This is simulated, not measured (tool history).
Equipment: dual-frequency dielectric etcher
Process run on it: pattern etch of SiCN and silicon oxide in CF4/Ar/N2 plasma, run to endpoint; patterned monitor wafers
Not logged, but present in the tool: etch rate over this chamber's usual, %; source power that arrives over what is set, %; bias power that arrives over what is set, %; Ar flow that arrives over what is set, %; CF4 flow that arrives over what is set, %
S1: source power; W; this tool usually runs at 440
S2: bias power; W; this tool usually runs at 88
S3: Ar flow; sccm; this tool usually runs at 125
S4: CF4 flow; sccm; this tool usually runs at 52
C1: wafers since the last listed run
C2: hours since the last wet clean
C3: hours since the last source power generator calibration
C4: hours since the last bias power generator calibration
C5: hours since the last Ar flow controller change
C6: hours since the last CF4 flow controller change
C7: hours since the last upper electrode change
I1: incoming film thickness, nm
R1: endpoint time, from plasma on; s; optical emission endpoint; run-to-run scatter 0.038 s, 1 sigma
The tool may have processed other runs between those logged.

run   hour   S1  S2   S3  S4    C1     C2      C3     C4      C5      C6      C7     I1    R1
  1      0  440  88  125  52     0  227.3  2980.3    0.5  5087.6  4554.8  5112.4  10.55  12.7
  2   28.8  440  88  125  52   489  256.1  3009.1   29.3  5116.4  4583.6  5141.2   10.7  12.8
  3   50.8  520  88  125  52   373  278.1  3031.1   51.3  5138.4  4605.6  5163.2  10.61  10.9
  4   65.8  520  88  125  52   254  293.1  3046.1   66.3  5153.4  4620.6  5178.2  10.66  10.9
      95.8  -- CF4 flow controller replaced
  5   97.8  440  88  146  52   441  325.1  3078.1   98.3  5185.4       2  5210.2  10.57    13
  6  129.4  440  88  125  52   536  356.7  3109.7  129.9    5217    33.6  5241.8  10.57  12.7
     158.4  -- upper electrode replaced
  7  158.9  440  88  125  45    93  386.2  3139.2  159.4  5246.5    63.1     0.5  10.58  12.9
  8  173.8  370  88   95  52   253  401.1  3154.1  174.3  5261.4      78    15.4  10.59  14.2
  9  201.5  440  88  116  52   470  428.8  3181.8    202  5289.1   105.7    43.1  10.58  12.5
 10  235.8  440  88  125  52   582  463.1  3216.1  236.3  5323.4     140    77.4  10.74  12.9
     277.4  -- wet clean of the chamber
     277.6  -- source power generator calibrated
 11  277.9  380  88  125  52   304    0.5     0.3  278.4  5365.5   182.1   119.5  10.62  14.4
     290.1  -- Ar flow controller replaced
 12  290.6  440  88  125  52   113   13.2      13  291.1     0.5   194.8   132.2  10.53  12.5
 13  301.2  440  88  125  44   180   23.8    23.6  301.7    11.1   205.4   142.8  10.58  12.8
 14  321.3  440  88  141  52   341   43.9    43.7  321.8    31.2   225.5   162.9  10.55  12.7
 15  385.6  440  68  112  52  1092  108.2     108  386.1    95.5   289.8   227.2  10.54  13.1
 16  420.3  380  80  137  52   589  142.9   142.7  420.8   130.2   324.5   261.9  10.52  14.9
 17  433.3  440  97  145  64   220  155.9   155.7  433.8   143.2   337.5   274.9  10.69  12.2
 18  463.4  360  98  148  57   511    186   185.8  463.9   173.3   367.6     305  10.63  14.8
 19    479  410  88  125  52   265  201.6   201.4  479.5   188.9   383.2   320.6  10.59  13.2
 20  492.6  490  88  125  52   231  215.2     215  493.1   202.5   396.8   334.2   10.6  11.2
 21  516.7  410  72  134  40   409  239.3   239.1  517.2   226.6   420.9   358.3  10.63  14.8
 22  529.9  440  88  125  52   224  252.5   252.3  530.4   239.8   434.1   371.5   10.6  12.4
 23  550.9  530  88  125  52   356  273.5   273.3  551.4   260.8   455.1   392.5  10.62  10.4

Forecast each of these 5 alternatives for the next run:
  A  551.3  470   88  125  52   6  273.9  273.7  551.8  261.2  455.5  392.9  10.53   ?
  B  551.3  410   81  125  63   6  273.9  273.7  551.8  261.2  455.5  392.9  10.53   ?
  C  551.3  480  105  151  63   6  273.9  273.7  551.8  261.2  455.5  392.9  10.53   ?
  D  551.3  400  107  125  41   6  273.9  273.7  551.8  261.2  455.5  392.9  10.53   ?
  E  551.3  440  100  125  63   6  273.9  273.7  551.8  261.2  455.5  392.9  10.53   ?

run    R1
  A  11.5
  B  13.1
  C  10.7
  D  12.9
  E  11.5
Without the tool's hidden state the same runs would have given:
run    R1
  A  11.6
  B  13.3
  C  10.8
  D  13.1
  E  11.6
